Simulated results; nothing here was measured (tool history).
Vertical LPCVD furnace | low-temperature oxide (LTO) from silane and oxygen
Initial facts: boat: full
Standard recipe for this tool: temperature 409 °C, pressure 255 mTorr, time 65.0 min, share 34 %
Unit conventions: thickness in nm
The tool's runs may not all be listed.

| run | day | temperature | pressure | time | share | wafers since the last listed run | hours since the last temperature calibration | hours since the pressure gauge was zeroed | hours since the silane flow controller was replaced | hours since the gauge calibration | read-back reference wafer on the same gauge, thickness | thickness |
|---|---|---|---|---|---|---|---|---|---|---|---|---|
| 1 | 0.000 | 409 | 285 | 65.0 | 34 | 0 | 2244.9 | 3801.9 | 6375.8 | 736.7 | 577.45 | 708.37 |
| 2 | 11.883 | 409 | 285 | 65.0 | 34 | 3735 | 2530.1 | 4087.1 | 6661.0 | 1021.9 | 578.30 | 709.86 |
| 3 | 14.658 | 409 | 285 | 65.0 | 34 | 872 | 2596.7 | 4153.7 | 6727.6 | 1088.5 | 578.14 | 712.20 |
| 4 | 16.938 | 409 | 255 | 65.0 | 34 | 716 | 2651.4 | 4208.4 | 6782.3 | 1143.2 | 577.66 | 635.56 |
| 5 | 19.917 | 409 | 255 | 65.0 | 34 | 936 | 2722.9 | 4279.9 | 6853.8 | 1214.7 | 578.37 | 637.33 |
| 6 | 21.550 | 409 | 255 | 65.0 | 34 | 513 | 2762.1 | 4319.1 | 6893.0 | 1253.9 | 578.26 | 636.37 |
| 7 | 23.317 | 409 | 255 | 65.0 | 34 | 555 | 2804.5 | 4361.5 | 6935.4 | 1296.3 | 577.81 | 635.76 |
| 8 | 25.562 | 409 | 290 | 65.0 | 34 | 705 | 2858.4 | 4415.4 | 6989.3 | 1350.2 | 577.86 | 723.20 |
|  | 26.829 | silane flow controller replaced |
| 9 | 28.508 | 409 | 255 | 65.0 | 34 | 611 | 2929.1 | 4486.1 | 40.3 | 1420.9 | 577.73 | 637.89 |
| 10 | 32.708 | 409 | 280 | 65.0 | 37 | 1320 | 3029.9 | 4586.9 | 141.1 | 1521.7 | 577.53 | 778.00 |
| 11 | 34.408 | 409 | 255 | 51.5 | 29 | 534 | 3070.7 | 4627.7 | 181.9 | 1562.5 | 578.45 | 403.74 |
| 12 | 37.329 | 409 | 255 | 65.0 | 34 | 918 | 3140.8 | 4697.8 | 252.0 | 1632.6 | 578.37 | 633.28 |
| 13 | 41.375 | 409 | 225 | 88.5 | 34 | 1271 | 3237.9 | 4794.9 | 349.1 | 1729.7 | 578.12 | 759.66 |
|  | 42.304 | gauge calibrated |
| 14 | 45.742 | 409 | 255 | 65.0 | 34 | 1372 | 3342.7 | 4899.7 | 453.9 | 82.5 | 578.13 | 636.39 |
|  | 47.354 | pressure gauge zeroed |
| 15 | 47.946 | 409 | 255 | 65.0 | 34 | 378 | 3395.6 | 14.2 | 506.8 | 135.4 | 578.17 | 634.76 |
|  | 48.979 | thermocouples replaced and temperature profile calibrated |
| 16 | 49.583 | 398 | 225 | 88.5 | 41 | 200 | 14.5 | 53.5 | 546.1 | 174.7 | 577.83 | 853.32 |
| 17 | 60.162 | 420 | 215 | 42.5 | 38 | 3325 | 268.4 | 307.4 | 800.0 | 428.6 | 577.93 | 455.18 |
| 18 | 71.742 | 409 | 255 | 65.0 | 34 | 3639 | 546.3 | 585.3 | 1077.9 | 706.5 | 578.17 | 632.80 |
| 19 | 75.492 | 401 | 240 | 87.0 | 30 | 1178 | 636.3 | 675.3 | 1167.9 | 796.5 | 577.70 | 612.70 |
| 20 | 79.392 | 409 | 255 | 86.5 | 40 | 1225 | 729.9 | 768.9 | 1261.5 | 890.1 | 577.46 | 1037.28 |
| 21 | 82.304 | 398 | 230 | 76.5 | 34 | 915 | 799.8 | 838.8 | 1331.4 | 960.0 | 578.16 | 594.90 |
| 22 | 84.583 | 416 | 255 | 65.0 | 38 | 716 | 854.5 | 893.5 | 1386.1 | 1014.7 | 578.11 | 788.75 |
| 23 | 86.429 | 416 | 310 | 90.0 | 40 | 580 | 898.8 | 937.8 | 1430.4 | 1059.0 | 577.75 | 1414.16 |

The tool's hidden state at each run:
true tube temperature minus thermocouple reading, K: 0 at every run
true pressure minus gauge reading, mTorr: 0 at every run
deviation of the silane flow from its setpoint, %: 0 at every run
gauge reads high (%): 0 at every run

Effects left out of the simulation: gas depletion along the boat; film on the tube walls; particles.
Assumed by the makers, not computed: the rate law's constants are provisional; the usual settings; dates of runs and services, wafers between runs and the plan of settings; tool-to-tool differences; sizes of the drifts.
